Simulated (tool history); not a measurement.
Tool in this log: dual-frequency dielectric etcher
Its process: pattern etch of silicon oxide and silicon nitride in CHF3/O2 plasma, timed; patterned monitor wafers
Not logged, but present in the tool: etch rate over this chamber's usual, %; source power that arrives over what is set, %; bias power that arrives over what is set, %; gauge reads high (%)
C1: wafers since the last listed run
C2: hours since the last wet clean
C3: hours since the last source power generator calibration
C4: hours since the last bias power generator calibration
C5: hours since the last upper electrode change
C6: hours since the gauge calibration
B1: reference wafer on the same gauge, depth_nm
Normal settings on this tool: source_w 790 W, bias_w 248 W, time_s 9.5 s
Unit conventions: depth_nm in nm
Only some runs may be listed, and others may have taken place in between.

{"run": 1, "day": 0.0, "source_w": 790, "bias_w": 274, "time_s": 11.5, "C1": 0, "C2": 461.9, "C3": 2023.4, "C4": 1306.3, "C5": 1536.3, "C6": 1095.2, "B1": 15.99, "depth_nm": 23.12}
{"day": 0.188, "done": "wet clean of the chamber"}
{"run": 2, "day": 3.138, "source_w": 790, "bias_w": 274, "time_s": 11.5, "C1": 822, "C2": 70.8, "C3": 2098.7, "C4": 1381.6, "C5": 1611.6, "C6": 1170.5, "B1": 16, "depth_nm": 23.31}
{"run": 3, "day": 4.838, "source_w": 790, "bias_w": 274, "time_s": 11.5, "C1": 473, "C2": 111.6, "C3": 2139.5, "C4": 1422.4, "C5": 1652.4, "C6": 1211.3, "B1": 15.99, "depth_nm": 23.52}
{"run": 4, "day": 8.225, "source_w": 790, "bias_w": 248, "time_s": 9.5, "C1": 943, "C2": 192.9, "C3": 2220.8, "C4": 1503.7, "C5": 1733.7, "C6": 1292.6, "B1": 15.98, "depth_nm": 18.3}
{"run": 5, "day": 10.421, "source_w": 790, "bias_w": 248, "time_s": 9.5, "C1": 611, "C2": 245.6, "C3": 2273.5, "C4": 1556.4, "C5": 1786.4, "C6": 1345.3, "B1": 15.99, "depth_nm": 18.45}
{"run": 6, "day": 12.621, "source_w": 790, "bias_w": 248, "time_s": 9.5, "C1": 612, "C2": 298.4, "C3": 2326.3, "C4": 1609.2, "C5": 1839.2, "C6": 1398.1, "B1": 15.98, "depth_nm": 18.23}
{"day": 17.079, "done": "wet clean of the chamber"}
{"run": 7, "day": 17.696, "source_w": 940, "bias_w": 248, "time_s": 9.5, "C1": 1134, "C2": 14.8, "C3": 2448.1, "C4": 1731, "C5": 1961, "C6": 1519.9, "B1": 16, "depth_nm": 19.14}
{"run": 8, "day": 21.708, "source_w": 940, "bias_w": 248, "time_s": 9.5, "C1": 1117, "C2": 111.1, "C3": 2544.4, "C4": 1827.3, "C5": 2057.3, "C6": 1616.2, "B1": 16.01, "depth_nm": 19.21}
{"run": 9, "day": 24.475, "source_w": 790, "bias_w": 248, "time_s": 9.5, "C1": 770, "C2": 177.5, "C3": 2610.8, "C4": 1893.7, "C5": 2123.7, "C6": 1682.6, "B1": 16, "depth_nm": 18.26}
{"day": 26.796, "done": "gauge calibrated"}
{"run": 10, "day": 27.125, "source_w": 790, "bias_w": 248, "time_s": 9.5, "C1": 738, "C2": 241.1, "C3": 2674.4, "C4": 1957.3, "C5": 2187.3, "C6": 7.9, "B1": 15.99, "depth_nm": 18.54}
{"day": 28.262, "done": "bias power generator calibrated"}
{"run": 11, "day": 30.029, "source_w": 790, "bias_w": 248, "time_s": 9.5, "C1": 762, "C2": 310.8, "C3": 2744.1, "C4": 42.4, "C5": 2257, "C6": 77.6, "B1": 16.01, "depth_nm": 18.34}
{"day": 33.2, "done": "wet clean of the chamber"}
{"run": 12, "day": 34.325, "source_w": 790, "bias_w": 248, "time_s": 9.5, "C1": 917, "C2": 27, "C3": 2847.2, "C4": 145.5, "C5": 2360.1, "C6": 180.7, "B1": 16, "depth_nm": 18.5}
{"run": 13, "day": 36.571, "source_w": 790, "bias_w": 248, "time_s": 9.5, "C1": 625, "C2": 80.9, "C3": 2901.1, "C4": 199.4, "C5": 2414, "C6": 234.6, "B1": 16.04, "depth_nm": 18.6}
{"run": 14, "day": 38.754, "source_w": 890, "bias_w": 302, "time_s": 10.5, "C1": 608, "C2": 133.3, "C3": 2953.5, "C4": 251.8, "C5": 2466.4, "C6": 287, "B1": 16.01, "depth_nm": 23.17}
{"day": 40.921, "done": "source power generator calibrated"}
{"run": 15, "day": 40.942, "source_w": 790, "bias_w": 202, "time_s": 11, "C1": 562, "C2": 185.8, "C3": 0.5, "C4": 304.3, "C5": 2518.9, "C6": 339.5, "B1": 15.99, "depth_nm": 18.95}
{"run": 16, "day": 44.438, "source_w": 910, "bias_w": 248, "time_s": 9.5, "C1": 973, "C2": 269.7, "C3": 84.4, "C4": 388.2, "C5": 2602.8, "C6": 423.4, "B1": 15.97, "depth_nm": 19.22}
{"run": 17, "day": 48.608, "source_w": 790, "bias_w": 202, "time_s": 12, "C1": 1161, "C2": 369.8, "C3": 184.5, "C4": 488.3, "C5": 2702.9, "C6": 523.5, "B1": 15.97, "depth_nm": 20.93}
{"day": 50.788, "done": "upper electrode replaced"}
{"day": 51.467, "done": "wet clean of the chamber"}
{"run": 18, "day": 52.925, "source_w": 790, "bias_w": 248, "time_s": 9.5, "C1": 733, "C2": 35, "C3": 288.1, "C4": 591.9, "C5": 51.3, "C6": 627.1, "B1": 15.99, "depth_nm": 18.52}
{"run": 19, "day": 57.112, "source_w": 790, "bias_w": 248, "time_s": 9.5, "C1": 1166, "C2": 135.5, "C3": 388.6, "C4": 692.4, "C5": 151.8, "C6": 727.6, "B1": 15.99, "depth_nm": 18.36}
{"run": 20, "day": 59.083, "source_w": 790, "bias_w": 274, "time_s": 11.5, "C1": 548, "C2": 182.8, "C3": 435.9, "C4": 739.7, "C5": 199.1, "C6": 774.9, "B1": 15.96, "depth_nm": 23.53}
{"run": 21, "day": 60.821, "source_w": 590, "bias_w": 297, "time_s": 8, "C1": 483, "C2": 224.5, "C3": 477.6, "C4": 781.4, "C5": 240.8, "C6": 816.6, "B1": 15.99, "depth_nm": 15.4}
{"run": 22, "day": 64.708, "source_w": 600, "bias_w": 227, "time_s": 12, "C1": 1082, "C2": 317.8, "C3": 570.9, "C4": 874.7, "C5": 334.1, "C6": 909.9, "B1": 16, "depth_nm": 20.24}
{"run": 23, "day": 68.525, "source_w": 910, "bias_w": 187, "time_s": 12, "C1": 1063, "C2": 409.4, "C3": 662.5, "C4": 966.3, "C5": 425.7, "C6": 1001.5, "B1": 16.04, "depth_nm": 20.79}
{"day": 70.988, "done": "wet clean of the chamber"}
{"run": 24, "day": 72.183, "source_w": 980, "bias_w": 220, "time_s": 9.5, "C1": 740, "C2": 28.7, "C3": 750.3, "C4": 1054.1, "C5": 513.5, "C6": 1089.3, "B1": 15.99, "depth_nm": 18.43}

5 ways to go on from here, each from the tool as it stands after run 24. What would each give?
{"run": "A", "day": 72.2, "source_w": 790, "bias_w": 248, "time_s": 9.5, "C1": 4, "C2": 29.1, "C3": 750.7, "C4": 1054.5, "C5": 513.9, "C6": 1089.7, "B1": "?", "depth_nm": "?"}
{"run": "B", "day": 72.2, "source_w": 900, "bias_w": 295, "time_s": 9.5, "C1": 4, "C2": 29.1, "C3": 750.7, "C4": 1054.5, "C5": 513.9, "C6": 1089.7, "B1": "?", "depth_nm": "?"}
{"run": "C", "day": 72.2, "source_w": 790, "bias_w": 248, "time_s": 6.5, "C1": 4, "C2": 29.1, "C3": 750.7, "C4": 1054.5, "C5": 513.9, "C6": 1089.7, "B1": "?", "depth_nm": "?"}
{"run": "D", "day": 72.2, "source_w": 660, "bias_w": 248, "time_s": 9.5, "C1": 4, "C2": 29.1, "C3": 750.7, "C4": 1054.5, "C5": 513.9, "C6": 1089.7, "B1": "?", "depth_nm": "?"}
{"run": "E", "day": 72.2, "source_w": 850, "bias_w": 215, "time_s": 7, "C1": 4, "C2": 29.1, "C3": 750.7, "C4": 1054.5, "C5": 513.9, "C6": 1089.7, "B1": "?", "depth_nm": "?"}

run=A B1=16.04 depth_nm=18.3
run=B B1=16.04 depth_nm=20.89
run=C B1=16.04 depth_nm=12.52
run=D B1=16.04 depth_nm=17.26
run=E B1=16.04 depth_nm=12.8
The same runs, with their run-to-run variation unchanged, on a tool lacking any hidden condition would have given:
run=A depth_nm=18.3
run=B depth_nm=20.89
run=C depth_nm=12.52
run=D depth_nm=17.26
run=E depth_nm=12.8

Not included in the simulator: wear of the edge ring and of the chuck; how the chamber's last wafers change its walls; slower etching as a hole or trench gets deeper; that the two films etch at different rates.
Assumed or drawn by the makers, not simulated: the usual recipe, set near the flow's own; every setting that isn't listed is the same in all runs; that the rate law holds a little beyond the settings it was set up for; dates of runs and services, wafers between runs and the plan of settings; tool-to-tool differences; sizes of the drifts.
